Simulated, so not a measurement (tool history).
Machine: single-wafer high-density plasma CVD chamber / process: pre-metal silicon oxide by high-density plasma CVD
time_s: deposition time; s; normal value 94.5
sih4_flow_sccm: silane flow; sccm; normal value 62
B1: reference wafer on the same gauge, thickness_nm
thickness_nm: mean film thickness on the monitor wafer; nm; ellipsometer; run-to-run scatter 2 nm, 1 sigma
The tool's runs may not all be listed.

run 1 hour=0 | time_s=109.1 sih4_flow_sccm=66 | B1=594.322 | thickness_nm=718.203
run 2 hour=33.4 | time_s=94.5 sih4_flow_sccm=53 | B1=594.508 | thickness_nm=496.236
run 3 hour=63.6 | time_s=94.5 sih4_flow_sccm=53 | B1=593.167 | thickness_nm=498.089
run 4 hour=95.5 | time_s=94.5 sih4_flow_sccm=62 | B1=594.81 | thickness_nm=584.255
run 5 hour=116.4 | time_s=94.5 sih4_flow_sccm=62 | B1=594.396 | thickness_nm=584.743
run 6 hour=132.2 | time_s=94.5 sih4_flow_sccm=62 | B1=594.6 | thickness_nm=582.251
run 7 hour=145.4 | time_s=94.5 sih4_flow_sccm=62 | B1=593.844 | thickness_nm=579.788
run 8 hour=158 | time_s=94.5 sih4_flow_sccm=62 | B1=593.308 | thickness_nm=577.506
run 9 hour=185.9 | time_s=94.5 sih4_flow_sccm=62 | B1=593.723 | thickness_nm=582.118
run 10 hour=209.8 | time_s=94.5 sih4_flow_sccm=62 | B1=594.913 | thickness_nm=582.98
run 11 hour=232.8 | time_s=94.5 sih4_flow_sccm=62 | B1=594.032 | thickness_nm=582.667
run 12 hour=267 | time_s=94.5 sih4_flow_sccm=62 | B1=593.992 | thickness_nm=579.392
run 13 hour=289 | time_s=94.5 sih4_flow_sccm=67 | B1=594.781 | thickness_nm=628.929
run 14 hour=316 | time_s=94.5 sih4_flow_sccm=67 | B1=594.104 | thickness_nm=624.397
run 15 hour=338.8 | time_s=82.1 sih4_flow_sccm=58 | B1=594.61 | thickness_nm=473.598
run 16 hour=365.5 | time_s=94.5 sih4_flow_sccm=67 | B1=593.559 | thickness_nm=628.839
run 17 hour=384 | time_s=94.5 sih4_flow_sccm=59 | B1=594.932 | thickness_nm=552.883
run 18 hour=417.3 | time_s=86.7 sih4_flow_sccm=71 | B1=593.541 | thickness_nm=608.971
run 19 hour=440.3 | time_s=76.9 sih4_flow_sccm=50 | B1=594.691 | thickness_nm=380.647
run 20 hour=467.4 | time_s=94.5 sih4_flow_sccm=62 | B1=593.476 | thickness_nm=578.131
run 21 hour=494.8 | time_s=84.9 sih4_flow_sccm=57 | B1=594.307 | thickness_nm=480.914
run 22 hour=507.3 | time_s=94.5 sih4_flow_sccm=62 | B1=593.518 | thickness_nm=580.658
run 23 hour=532.2 | time_s=94.5 sih4_flow_sccm=52 | B1=594.615 | thickness_nm=519.809
run 24 hour=546.4 | time_s=94.5 sih4_flow_sccm=71 | B1=593.724 | thickness_nm=709.625
run 25 hour=561.4 | time_s=87.7 sih4_flow_sccm=62 | B1=593.787 | thickness_nm=571.535
run 26 hour=579.3 | time_s=99.4 sih4_flow_sccm=53 | B1=594.245 | thickness_nm=554.73
run 27 hour=594.9 | time_s=89.5 sih4_flow_sccm=55 | B1=594.375 | thickness_nm=517.098
run 28 hour=646.4 | time_s=101 sih4_flow_sccm=56 | B1=593.669 | thickness_nm=593.009
run 29 hour=672.4 | time_s=102.6 sih4_flow_sccm=62 | B1=594.09 | thickness_nm=669.274

Put back what was entered between runs (3 entries, withheld): which listed runs does each sit between, and how does the hidden state differ from the listed run before to the listed run after?
Logged between run 5 and run 6: gauge calibrated (hour 123.4)
  delivered silane flow above the setpoint (%): -5.79 -> -5.81
  what was measured, less what the result would be without the hidden state, thickness_nm: -35.952 -> -35.919 nm
Logged between run 22 and run 23: gauge calibrated (hour 509.4); silane flow controller replaced (hour 526.3)
  delivered silane flow above the setpoint (%): -6.13 -> 0.323
  what was measured, less what the result would be without the hidden state, thickness_nm: -37.918 -> +1.673 nm
